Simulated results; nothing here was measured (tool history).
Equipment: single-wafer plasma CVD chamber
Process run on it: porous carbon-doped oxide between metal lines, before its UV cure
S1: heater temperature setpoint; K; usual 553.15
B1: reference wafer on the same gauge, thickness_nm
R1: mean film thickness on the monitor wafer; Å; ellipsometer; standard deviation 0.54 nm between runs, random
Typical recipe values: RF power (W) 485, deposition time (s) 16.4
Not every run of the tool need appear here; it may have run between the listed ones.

{"run": 1, "hour": 0.0, "S1": 553.15, "RF power (W)": 485, "deposition time (s)": 16.4, "B1": 79.431, "R1": 984.03}
{"run": 2, "hour": 81.8, "S1": 553.15, "RF power (W)": 485, "deposition time (s)": 16.4, "B1": 79.59, "R1": 978.04}
{"run": 3, "hour": 162.1, "S1": 553.15, "RF power (W)": 485, "deposition time (s)": 16.4, "B1": 79.91, "R1": 976.74}
{"run": 4, "hour": 235.9, "S1": 553.15, "RF power (W)": 485, "deposition time (s)": 16.4, "B1": 80.125, "R1": 977.81}
{"run": 5, "hour": 281.3, "S1": 553.15, "RF power (W)": 485, "deposition time (s)": 16.4, "B1": 80.253, "R1": 982.89}
{"run": 6, "hour": 317.7, "S1": 553.15, "RF power (W)": 485, "deposition time (s)": 16.4, "B1": 80.364, "R1": 983.07}
{"run": 7, "hour": 404.8, "S1": 553.15, "RF power (W)": 485, "deposition time (s)": 16.4, "B1": 80.692, "R1": 997}
{"run": 8, "hour": 446.5, "S1": 553.15, "RF power (W)": 485, "deposition time (s)": 16.4, "B1": 80.756, "R1": 996.34}
{"run": 9, "hour": 494.3, "S1": 553.15, "RF power (W)": 485, "deposition time (s)": 16.4, "B1": 80.832, "R1": 991.32}
{"hour": 549.1, "done": "gauge calibrated"}
{"run": 10, "hour": 566.9, "S1": 558.15, "RF power (W)": 485, "deposition time (s)": 19, "B1": 78.328, "R1": 1076.12}
{"run": 11, "hour": 623.7, "S1": 539.15, "RF power (W)": 445, "deposition time (s)": 16.4, "B1": 78.629, "R1": 979.62}
{"hour": 675.3, "done": "thermocouple changed; heater temperature recalibrated"}
{"run": 12, "hour": 675.8, "S1": 553.15, "RF power (W)": 485, "deposition time (s)": 16.4, "B1": 78.754, "R1": 957.5}
{"run": 13, "hour": 785.4, "S1": 553.15, "RF power (W)": 485, "deposition time (s)": 14.9, "B1": 79.116, "R1": 895.46}
{"hour": 837.6, "done": "showerhead replaced"}
{"run": 14, "hour": 847.4, "S1": 543.15, "RF power (W)": 555, "deposition time (s)": 13.7, "B1": 79.285, "R1": 945.15}
{"run": 15, "hour": 913.3, "S1": 553.15, "RF power (W)": 550, "deposition time (s)": 18.4, "B1": 79.564, "R1": 1195.89}
{"hour": 959.4, "done": "RF generator calibrated"}
{"run": 16, "hour": 1016.9, "S1": 553.15, "RF power (W)": 485, "deposition time (s)": 16.4, "B1": 79.733, "R1": 980.96}
{"run": 17, "hour": 1090.9, "S1": 542.15, "RF power (W)": 425, "deposition time (s)": 15.1, "B1": 79.907, "R1": 868.8}
{"run": 18, "hour": 1165.7, "S1": 544.15, "RF power (W)": 425, "deposition time (s)": 19.5, "B1": 80.146, "R1": 1103.44}
{"run": 19, "hour": 1251.9, "S1": 542.15, "RF power (W)": 425, "deposition time (s)": 15.1, "B1": 80.482, "R1": 877.59}

Predict each of these 4 candidate next runs independently; none follows another, all start after run 19:
{"run": "A", "hour": 1252.3, "S1": 553.15, "RF power (W)": 485, "deposition time (s)": 16.4, "B1": "?", "R1": "?"}
{"run": "B", "hour": 1252.3, "S1": 546.15, "RF power (W)": 455, "deposition time (s)": 14.7, "B1": "?", "R1": "?"}
{"run": "C", "hour": 1252.3, "S1": 553.15, "RF power (W)": 485, "deposition time (s)": 14.1, "B1": "?", "R1": "?"}
{"run": "D", "hour": 1252.3, "S1": 553.15, "RF power (W)": 455, "deposition time (s)": 13.6, "B1": "?", "R1": "?"}

run=A B1=80.541 R1=986.96
run=B B1=80.541 R1=882.44
run=C B1=80.541 R1=853.13
run=D B1=80.541 R1=786.8
What these runs would have given with no unlogged condition in the tool:
run=A R1=952.62
run=B R1=851.74
run=C R1=823.45
run=D R1=759.43

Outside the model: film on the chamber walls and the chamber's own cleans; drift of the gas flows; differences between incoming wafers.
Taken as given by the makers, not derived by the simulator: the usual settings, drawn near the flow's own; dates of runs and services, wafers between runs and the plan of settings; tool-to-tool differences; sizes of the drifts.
